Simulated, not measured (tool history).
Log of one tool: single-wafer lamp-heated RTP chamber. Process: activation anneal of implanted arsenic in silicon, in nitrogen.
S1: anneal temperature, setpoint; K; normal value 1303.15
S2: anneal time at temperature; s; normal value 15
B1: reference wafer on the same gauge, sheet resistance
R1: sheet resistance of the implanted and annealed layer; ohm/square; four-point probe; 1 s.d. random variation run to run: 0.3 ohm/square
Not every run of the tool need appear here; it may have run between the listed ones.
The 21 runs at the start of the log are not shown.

{"run": 22, "hour": 1076.5, "S1": 1303.15, "S2": 24, "B1": 79.84, "R1": 86.14}
{"run": 23, "hour": 1114.8, "S1": 1322.15, "S2": 12, "B1": 79.81, "R1": 89.36}
{"run": 24, "hour": 1145.0, "S1": 1288.15, "S2": 21, "B1": 79.77, "R1": 93.86}
{"hour": 1235.0, "done": "pyrometer window cleaned and pyrometer calibrated"}
{"run": 25, "hour": 1243.4, "S1": 1303.15, "S2": 15, "B1": 79.83, "R1": 96.07}
{"run": 26, "hour": 1310.4, "S1": 1303.15, "S2": 15, "B1": 79.81, "R1": 95.6}
{"run": 27, "hour": 1346.8, "S1": 1303.15, "S2": 21, "B1": 79.75, "R1": 89.85}
{"run": 28, "hour": 1387.2, "S1": 1279.15, "S2": 15, "B1": 79.82, "R1": 105.24}
{"run": 29, "hour": 1427.1, "S1": 1325.15, "S2": 15, "B1": 79.79, "R1": 85.44}
{"run": 30, "hour": 1453.2, "S1": 1294.15, "S2": 15, "B1": 79.79, "R1": 98.02}
{"run": 31, "hour": 1492.4, "S1": 1285.15, "S2": 8, "B1": 79.84, "R1": 110.88}
{"run": 32, "hour": 1550.7, "S1": 1284.15, "S2": 11, "B1": 79.84, "R1": 106.27}
{"run": 33, "hour": 1600.7, "S1": 1303.15, "S2": 15, "B1": 79.84, "R1": 92.46}
{"run": 34, "hour": 1641.7, "S1": 1287.15, "S2": 24, "B1": 79.83, "R1": 91.45}
{"hour": 1676.3, "done": "reflector plate cleaned"}
{"run": 35, "hour": 1687.2, "S1": 1318.15, "S2": 7, "B1": 79.82, "R1": 99.07}
{"hour": 1769.1, "done": "pyrometer window cleaned and pyrometer calibrated"}
{"run": 36, "hour": 1884.4, "S1": 1303.15, "S2": 9, "B1": 79.79, "R1": 103.76}

Consider 5 possible next runs. They are alternatives, not a sequence: every one starts from the tool as it was left by run 36. What does each give?
{"run": "A", "hour": 1884.8, "S1": 1295.15, "S2": 15, "B1": "?", "R1": "?"}
{"run": "B", "hour": 1884.8, "S1": 1321.15, "S2": 15, "B1": "?", "R1": "?"}
{"run": "C", "hour": 1884.8, "S1": 1326.15, "S2": 15, "B1": "?", "R1": "?"}
{"run": "D", "hour": 1884.8, "S1": 1277.15, "S2": 18, "B1": "?", "R1": "?"}
{"run": "E", "hour": 1884.8, "S1": 1320.15, "S2": 24, "B1": "?", "R1": "?"}

run=A B1=79.79 R1=99.7
run=B B1=79.79 R1=88.83
run=C B1=79.79 R1=86.88
run=D B1=79.79 R1=105.14
run=E B1=79.79 R1=82.01
Stripped of hidden state, with their random variation kept, the same runs would have yielded:
run=A R1=101.34
run=B R1=90.3
run=C R1=88.31
run=D R1=106.93
run=E R1=83.4

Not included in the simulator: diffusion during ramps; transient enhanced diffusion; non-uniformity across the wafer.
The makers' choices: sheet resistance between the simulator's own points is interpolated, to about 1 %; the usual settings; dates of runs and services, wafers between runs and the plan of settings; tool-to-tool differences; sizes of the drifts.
